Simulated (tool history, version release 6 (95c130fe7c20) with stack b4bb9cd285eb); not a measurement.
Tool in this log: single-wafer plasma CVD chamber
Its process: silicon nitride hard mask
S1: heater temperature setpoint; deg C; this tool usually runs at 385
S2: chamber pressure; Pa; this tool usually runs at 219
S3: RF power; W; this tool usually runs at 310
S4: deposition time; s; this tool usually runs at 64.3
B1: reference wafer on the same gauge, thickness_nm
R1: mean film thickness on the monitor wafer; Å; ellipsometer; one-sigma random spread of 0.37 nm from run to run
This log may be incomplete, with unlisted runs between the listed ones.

run    hour   S1   S2   S3    S4      B1      R1
  1       0  385  219  310  56.1  69.446   649.6
  2    61.4  385  219  310  56.1  69.417  648.64
      175.7  -- RF generator calibrated
  3   233.5  389  191  310  64.3  69.429  749.32
  4   328.8  385  219  310  64.3  69.402  777.98
  5   365.8  385  219  310  64.3  69.454  779.36
  6   661.6  385  219  310  64.3  69.474  772.01
  7   762.5  385  219  330  68.9  69.347  876.92
      831.7  -- showerhead replaced, of another model than before
  8   837.5  385  219  310  64.3  69.432   773.4
  9     931  385  219  310  64.3  69.463  774.92
 10     997  385  219  310  64.3  69.435  766.81
 11    1086  394  219  310  64.3  69.412  761.33
 12  1175.3  385  219  310  64.3  69.429  770.85
     1198.2  -- capacitance manometer re-zeroed and calibrated
     1198.3  -- thermocouple changed; heater temperature recalibrated
 13  1440.4  385  201  310  64.3  69.401  750.07
 14  1508.3  385  189  310  64.3  69.448  740.62
     1526.7  -- RF generator calibrated
 15  1610.2  385  241  260  64.3  69.354  712.03
     1690.2  -- gauge calibrated
 16  1716.1  385  219  310  64.3  69.323  778.92
 17  1785.5  385  219  310  76.8  69.382  918.42
 18  1821.6  379  196  345  68.9  69.379  859.12
 19  1888.3  385  219  310  64.3  69.407  772.16
 20  1974.8  385  185  365  64.3  69.385  823.01
 21  2068.7  376  235  330  68.8  69.438  867.84
 22  2172.2  390  264  335  64.3  69.396  830.01
 23    2218  385  219  310  56.1  69.352  676.75

Forecast each of these 3 alternatives for the next run:
  A  2218.4  385  219  310  64.3   ?   ?
  B  2218.4  385  219  310  52.1   ?   ?
  C  2218.4  385  203  310  64.3   ?   ?

run     B1      R1
  A  69.38  772.89
  B  69.38  626.47
  C  69.38  761.88
Without the tool's unlogged condition, the same runs would have read:
run      R1
  A  780.76
  B  632.85
  C  769.64

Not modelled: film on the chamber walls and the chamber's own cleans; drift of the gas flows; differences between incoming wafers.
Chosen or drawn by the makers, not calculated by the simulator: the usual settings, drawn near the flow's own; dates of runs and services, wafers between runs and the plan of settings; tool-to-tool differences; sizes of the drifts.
